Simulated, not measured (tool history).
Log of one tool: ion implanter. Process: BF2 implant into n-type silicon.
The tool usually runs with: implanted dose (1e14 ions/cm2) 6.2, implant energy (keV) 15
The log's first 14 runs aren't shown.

run,hour,implanted dose (1e14 ions/cm2),implant energy (keV),wafers since the last listed run,hours since the last dose calibration,hours since the extraction supply was calibrated,hours since the gauge calibration,"read-back reference wafer on the same gauge, sheet resistance",sheet resistance of the implanted and annealed layer (ohm/square)
# hour 160.1: Faraday cup replaced and dose calibrated
15,160.6,6.2,15,77,0.5,2931.1,32.2,288,342.92
16,176.3,6.2,15,196,16.2,2946.8,47.9,288.08,342.32
17,191.3,6.2,15,187,31.2,2961.8,62.9,288.08,342.74
18,199,5.47,10.5,96,38.9,2969.5,70.6,287.93,422.42
19,206.9,5.13,12.5,98,46.8,2977.4,78.5,288.03,394.14
20,224,8.02,20,213,63.9,2994.5,95.6,288.05,276.38
21,240.8,6.2,15,209,80.7,3011.3,112.4,288.08,341.51
22,250.7,6.2,10.5,123,90.6,3021.2,122.3,288.12,409.94
23,262.3,6.2,15,144,102.2,3032.8,133.9,287.99,342.07
24,278.5,7.51,12,202,118.4,3049,150.1,287.99,369.49
25,285.7,5.46,19,89,125.6,3056.2,157.3,287.85,316.79
26,302.5,6.2,15,209,142.4,3073,174.1,287.95,341.01
27,312.2,4.56,12,121,152.1,3082.7,183.8,287.94,413.08
28,323.9,6.2,15,146,163.8,3094.4,195.5,288.09,340.63
# hour 333.8: extraction supply calibrated
29,337.5,6.2,15,69,177.4,3.7,209.1,287.98,341.79
30,352.9,4.59,19.5,192,192.8,19.1,224.5,288,337.05
31,364.3,6.2,15,142,204.2,30.5,235.9,288.05,340.85
32,373.1,6.2,15,109,213,39.3,244.7,287.97,340.73
33,385,5.34,13,148,224.9,51.2,256.6,288.05,380.05
34,391.9,7.77,11.5,86,231.8,58.1,263.5,288.01,374.59
35,400.3,4.59,11,104,240.2,66.5,271.9,288.07,430.16
# hour 402.2: gauge calibrated
36,409.9,6.89,15,119,249.8,76.1,7.7,288.01,331.88
37,424.5,6.2,19.5,182,264.4,90.7,22.3,288.06,299.06
38,442.1,4.98,19,219,282,108.3,39.9,287.95,327

3 ways to go on from here, each from the tool as it stands after run 38. What would each give?
A,442.5,5.71,15,4,282.4,108.7,40.3,?,?
B,442.5,7.69,12.5,4,282.4,108.7,40.3,?,?
C,442.5,4.64,15,4,282.4,108.7,40.3,?,?

run,"read-back reference wafer on the same gauge, sheet resistance",sheet resistance of the implanted and annealed layer (ohm/square)
A,287.98,346.97
B,287.98,358.33
C,287.98,369.95
Take away the tool's hidden state, keep each run's random variation, and the runs would have read:
run,sheet resistance of the implanted and annealed layer (ohm/square)
A,349.87
B,360.21
C,374.08
